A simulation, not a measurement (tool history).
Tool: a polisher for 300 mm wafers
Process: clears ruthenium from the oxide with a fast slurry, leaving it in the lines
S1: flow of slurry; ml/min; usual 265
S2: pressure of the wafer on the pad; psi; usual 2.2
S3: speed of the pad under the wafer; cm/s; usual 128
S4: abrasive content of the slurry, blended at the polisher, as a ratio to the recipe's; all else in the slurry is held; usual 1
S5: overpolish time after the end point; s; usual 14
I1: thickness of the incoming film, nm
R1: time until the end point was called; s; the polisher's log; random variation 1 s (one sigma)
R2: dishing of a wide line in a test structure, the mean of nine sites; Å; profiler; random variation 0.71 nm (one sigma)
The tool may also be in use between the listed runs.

{"run": 1, "day": 0.0, "S1": 265, "S2": 2.2, "S3": 128, "S4": 1, "S5": 18, "I1": 269.1, "R1": 58.7, "R2": 586}
{"run": 2, "day": 3.079, "S1": 265, "S2": 2.2, "S3": 128, "S4": 1, "S5": 18, "I1": 269.9, "R1": 61.8, "R2": 547}
{"day": 6.0, "done": "head pressure recalibrated"}
{"run": 3, "day": 7.212, "S1": 265, "S2": 2.2, "S3": 128, "S4": 1, "S5": 18, "I1": 267.7, "R1": 63.2, "R2": 523}
{"day": 8.775, "done": "slurry nozzle cleaned"}
{"day": 11.504, "done": "slurry blender recalibrated"}
{"run": 4, "day": 11.558, "S1": 265, "S2": 2.2, "S3": 128, "S4": 1.15, "S5": 14, "I1": 272.8, "R1": 55.8, "R2": 492}
{"run": 5, "day": 13.075, "S1": 265, "S2": 2.2, "S3": 128, "S4": 1, "S5": 14, "I1": 269.8, "R1": 61.8, "R2": 443}
{"day": 13.758, "done": "worn pad replaced by a new one"}
{"run": 6, "day": 15.808, "S1": 265, "S2": 2.2, "S3": 128, "S4": 1, "S5": 14, "I1": 272, "R1": 63.1, "R2": 436}
{"day": 22.533, "done": "slurry nozzle cleaned"}
{"day": 24.792, "done": "slurry blender recalibrated"}
{"day": 26.138, "done": "worn pad replaced by a new one"}
{"run": 7, "day": 28.254, "S1": 265, "S2": 2.2, "S3": 128, "S4": 1, "S5": 14, "I1": 272.1, "R1": 64, "R2": 438}
{"run": 8, "day": 31.875, "S1": 265, "S2": 2.2, "S3": 128, "S4": 1, "S5": 14, "I1": 276, "R1": 64.5, "R2": 443}
{"day": 32.421, "done": "head pressure recalibrated"}
{"run": 9, "day": 35.542, "S1": 265, "S2": 2.2, "S3": 128, "S4": 1, "S5": 14, "I1": 264.3, "R1": 65.4, "R2": 423}
{"run": 10, "day": 38.296, "S1": 265, "S2": 2.2, "S3": 128, "S4": 1, "S5": 14, "I1": 270.6, "R1": 70.3, "R2": 412}
{"day": 38.5, "done": "slurry nozzle cleaned"}
{"day": 38.758, "done": "slurry blender recalibrated"}
{"run": 11, "day": 40.85, "S1": 265, "S2": 2.2, "S3": 128, "S4": 1, "S5": 14, "I1": 273.7, "R1": 60.1, "R2": 452}
{"day": 41.388, "done": "worn pad replaced by a new one"}
{"run": 12, "day": 44.158, "S1": 185, "S2": 2.2, "S3": 114, "S4": 1, "S5": 14, "I1": 271.8, "R1": 69.7, "R2": 393}
{"run": 13, "day": 46.25, "S1": 265, "S2": 1.6, "S3": 108, "S4": 0.9, "S5": 14, "I1": 270.4, "R1": 106.5, "R2": 273}
{"run": 14, "day": 49.862, "S1": 265, "S2": 2.2, "S3": 128, "S4": 1, "S5": 14, "I1": 271.2, "R1": 65.7, "R2": 412}

Run 15 comes next. What will it give?
{"day": 51.438, "done": "slurry blender recalibrated"}
{"run": 15, "day": 52.304, "S1": 230, "S2": 2.2, "S3": 162, "S4": 1.2, "S5": 9, "I1": 270.3, "R1": "?", "R2": "?"}

Run 15 gave R1 45.2 s, R2 411 Å.
Without the tool's hidden state the same run would have given R1 44.8 s, R2 414 Å.
